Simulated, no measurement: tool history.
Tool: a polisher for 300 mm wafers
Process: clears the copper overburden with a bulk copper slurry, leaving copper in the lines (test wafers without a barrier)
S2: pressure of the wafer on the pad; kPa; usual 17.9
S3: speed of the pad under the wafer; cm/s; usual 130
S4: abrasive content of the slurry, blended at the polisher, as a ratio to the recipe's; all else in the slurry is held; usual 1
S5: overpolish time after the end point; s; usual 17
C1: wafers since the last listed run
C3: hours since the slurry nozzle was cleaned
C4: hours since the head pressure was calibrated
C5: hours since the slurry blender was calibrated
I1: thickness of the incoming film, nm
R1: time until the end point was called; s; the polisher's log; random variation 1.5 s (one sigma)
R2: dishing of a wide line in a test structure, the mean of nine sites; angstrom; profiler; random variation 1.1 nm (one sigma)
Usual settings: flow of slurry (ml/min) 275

run 1 hour=0 | flow_of_slurry_(ml/min)=275 S2=17.9 S3=130 S4=1 S5=17 | C1=0 wafers_polished_on_this_pad=2909 C3=791.1 C4=68.8 C5=138.9 | I1=1212.6 | R1=122.4 R2=617
run 2 hour=59 | flow_of_slurry_(ml/min)=275 S2=17.9 S3=130 S4=1 S5=17 | C1=440 wafers_polished_on_this_pad=3349 C3=850.1 C4=127.8 C5=197.9 | I1=1211 | R1=125.2 R2=603
run 3 hour=108.6 | flow_of_slurry_(ml/min)=275 S2=17.9 S3=130 S4=1 S5=17 | C1=370 wafers_polished_on_this_pad=3719 C3=899.7 C4=177.4 C5=247.5 | I1=1193.2 | R1=124.8 R2=614
-- hour=130.2 slurry nozzle cleaned
-- hour=146.5 worn pad replaced by a new one
run 4 hour=199.3 | flow_of_slurry_(ml/min)=275 S2=17.9 S3=130 S4=0.85 S5=17 | C1=639 wafers_polished_on_this_pad=394 C3=69.1 C4=268.1 C5=338.2 | I1=1198.9 | R1=117.3 R2=631
run 5 hour=269.3 | flow_of_slurry_(ml/min)=345 S2=17.9 S3=130 S4=1 S5=17 | C1=522 wafers_polished_on_this_pad=916 C3=139.1 C4=338.1 C5=408.2 | I1=1195.2 | R1=115.9 R2=641
run 6 hour=371.1 | flow_of_slurry_(ml/min)=345 S2=17.9 S3=130 S4=1 S5=17 | C1=759 wafers_polished_on_this_pad=1676 C3=240.9 C4=439.9 C5=510 | I1=1197.2 | R1=116.5 R2=610
-- hour=447.8 slurry blender recalibrated
run 7 hour=451.1 | flow_of_slurry_(ml/min)=320 S2=17.9 S3=130 S4=1 S5=17 | C1=582 wafers_polished_on_this_pad=2258 C3=320.9 C4=519.9 C5=3.3 | I1=1190 | R1=117.3 R2=603
run 8 hour=521.3 | flow_of_slurry_(ml/min)=275 S2=17.9 S3=130 S4=1 S5=17 | C1=523 wafers_polished_on_this_pad=2782 C3=391.1 C4=590.1 C5=73.5 | I1=1171.6 | R1=117.6 R2=621
-- hour=589.2 head pressure recalibrated
run 9 hour=625.9 | flow_of_slurry_(ml/min)=275 S2=17.9 S3=130 S4=1 S5=17 | C1=765 wafers_polished_on_this_pad=3548 C3=495.7 C4=36.7 C5=178.1 | I1=1203.6 | R1=120.6 R2=623
-- hour=659.7 worn pad replaced by a new one
run 10 hour=689.2 | flow_of_slurry_(ml/min)=275 S2=14.5 S3=130 S4=1 S5=17 | C1=442 wafers_polished_on_this_pad=220 C3=559 C4=100 C5=241.4 | I1=1191 | R1=132 R2=568
run 11 hour=792 | flow_of_slurry_(ml/min)=325 S2=13.1 S3=130 S4=1 S5=17 | C1=767 wafers_polished_on_this_pad=987 C3=661.8 C4=202.8 C5=344.2 | I1=1201.7 | R1=144.3 R2=547
run 12 hour=832.7 | flow_of_slurry_(ml/min)=345 S2=17.9 S3=130 S4=1 S5=17 | C1=303 wafers_polished_on_this_pad=1291 C3=702.5 C4=243.5 C5=384.9 | I1=1204.9 | R1=113.8 R2=633
run 13 hour=939 | flow_of_slurry_(ml/min)=275 S2=14.5 S3=130 S4=1 S5=13 | C1=793 wafers_polished_on_this_pad=2084 C3=808.8 C4=349.8 C5=491.2 | I1=1208 | R1=138.8 R2=501
-- hour=952.6 slurry nozzle cleaned
-- hour=1035.3 slurry blender recalibrated
run 14 hour=1045 | flow_of_slurry_(ml/min)=275 S2=17.9 S3=130 S4=1 S5=17 | C1=768 wafers_polished_on_this_pad=2853 C3=92.4 C4=455.8 C5=9.7 | I1=1198.1 | R1=121.6 R2=606
run 15 hour=1092.8 | flow_of_slurry_(ml/min)=275 S2=17.9 S3=130 S4=1 S5=17 | C1=356 wafers_polished_on_this_pad=3210 C3=140.2 C4=503.6 C5=57.5 | I1=1174.8 | R1=118.7 R2=600
-- hour=1149.9 head pressure recalibrated
run 16 hour=1195 | flow_of_slurry_(ml/min)=355 S2=17.9 S3=130 S4=1 S5=17 | C1=747 wafers_polished_on_this_pad=3957 C3=242.4 C4=45.1 C5=159.7 | I1=1185 | R1=122.3 R2=616
run 17 hour=1286.7 | flow_of_slurry_(ml/min)=275 S2=17.9 S3=160 S4=1 S5=22 | C1=684 wafers_polished_on_this_pad=4642 C3=334.1 C4=136.8 C5=251.4 | I1=1209.3 | R1=102.6 R2=677
-- hour=1294 worn pad replaced by a new one
run 18 hour=1472.3 | flow_of_slurry_(ml/min)=275 S2=15.9 S3=130 S4=0.9 S5=9 | C1=1355 wafers_polished_on_this_pad=1330 C3=519.7 C4=322.4 C5=437 | I1=1200.6 | R1=129.6 R2=427
run 19 hour=1519.9 | flow_of_slurry_(ml/min)=355 S2=17.9 S3=130 S4=1 S5=17 | C1=355 wafers_polished_on_this_pad=1686 C3=567.3 C4=370 C5=484.6 | I1=1206.5 | R1=114.8 R2=621
-- hour=1599 slurry blender recalibrated
run 20 hour=1602.8 | flow_of_slurry_(ml/min)=275 S2=15.9 S3=130 S4=0.9 S5=9 | C1=603 wafers_polished_on_this_pad=2289 C3=650.2 C4=452.9 C5=3.8 | I1=1189 | R1=133.4 R2=413
-- hour=1652.1 head pressure recalibrated
run 21 hour=1694.1 | flow_of_slurry_(ml/min)=275 S2=15.9 S3=130 S4=1 S5=13 | C1=666 wafers_polished_on_this_pad=2956 C3=741.5 C4=42 C5=95.1 | I1=1191.7 | R1=130.8 R2=510
run 22 hour=1786.2 | flow_of_slurry_(ml/min)=225 S2=17.9 S3=130 S4=0.85 S5=17 | C1=687 wafers_polished_on_this_pad=3643 C3=833.6 C4=134.1 C5=187.2 | I1=1204.8 | R1=132.2 R2=615
-- hour=1800.6 slurry nozzle cleaned
run 23 hour=1842.4 | flow_of_slurry_(ml/min)=275 S2=17.9 S3=172 S4=1.2 S5=10 | C1=412 wafers_polished_on_this_pad=4055 C3=41.8 C4=190.3 C5=243.4 | I1=1211.3 | R1=92.2 R2=544
-- hour=1903.5 worn pad replaced by a new one
run 24 hour=1919.8 | flow_of_slurry_(ml/min)=275 S2=13.1 S3=150 S4=1 S5=17 | C1=547 wafers_polished_on_this_pad=121 C3=119.2 C4=267.7 C5=320.8 | I1=1218.1 | R1=127.9 R2=574
run 25 hour=1975.2 | flow_of_slurry_(ml/min)=275 S2=17.9 S3=130 S4=1 S5=17 | C1=413 wafers_polished_on_this_pad=535 C3=174.6 C4=323.1 C5=376.2 | I1=1198.7 | R1=116.7 R2=618
run 26 hour=2013 | flow_of_slurry_(ml/min)=275 S2=21.4 S3=168 S4=1.2 S5=17 | C1=282 wafers_polished_on_this_pad=817 C3=212.4 C4=360.9 C5=414 | I1=1175.4 | R1=73.9 R2=725
run 27 hour=2118.6 | flow_of_slurry_(ml/min)=275 S2=17.9 S3=170 S4=0.9 S5=22 | C1=788 wafers_polished_on_this_pad=1605 C3=318 C4=466.5 C5=519.6 | I1=1182.9 | R1=90.2 R2=688
-- hour=2155.1 head pressure recalibrated
run 28 hour=2187.6 | flow_of_slurry_(ml/min)=275 S2=17.9 S3=130 S4=1 S5=17 | C1=500 wafers_polished_on_this_pad=2105 C3=387 C4=32.5 C5=588.6 | I1=1211.1 | R1=123 R2=626

What the log doesn't show, run by run:
slurry flow missing at the pad, %: 0 in every run
deviation of the head's pressure from its setpoint, %: 0 in every run
abrasive missing from the slurry, %: 0 in every run
H1: removal rate lost through wear of the pad, %
run=1 H1=7.11
run=2 H1=8.16
run=3 H1=9.03
run=4 H1=0.936
run=5 H1=2.17
run=6 H1=3.97
run=7 H1=5.39
run=8 H1=6.63
run=9 H1=8.48
run=10 H1=0.552
run=11 H1=2.37
run=12 H1=3.09
run=13 H1=4.97
run=14 H1=6.84
run=15 H1=7.69
run=16 H1=9.5
run=17 H1=11.1
run=18 H1=4.11
run=19 H1=4.96
run=20 H1=6.42
run=21 H1=8.04
run=22 H1=9.67
run=23 H1=10.7
run=24 H1=1.82
run=25 H1=2.8
run=26 H1=3.47
run=27 H1=5.33
run=28 H1=6.55
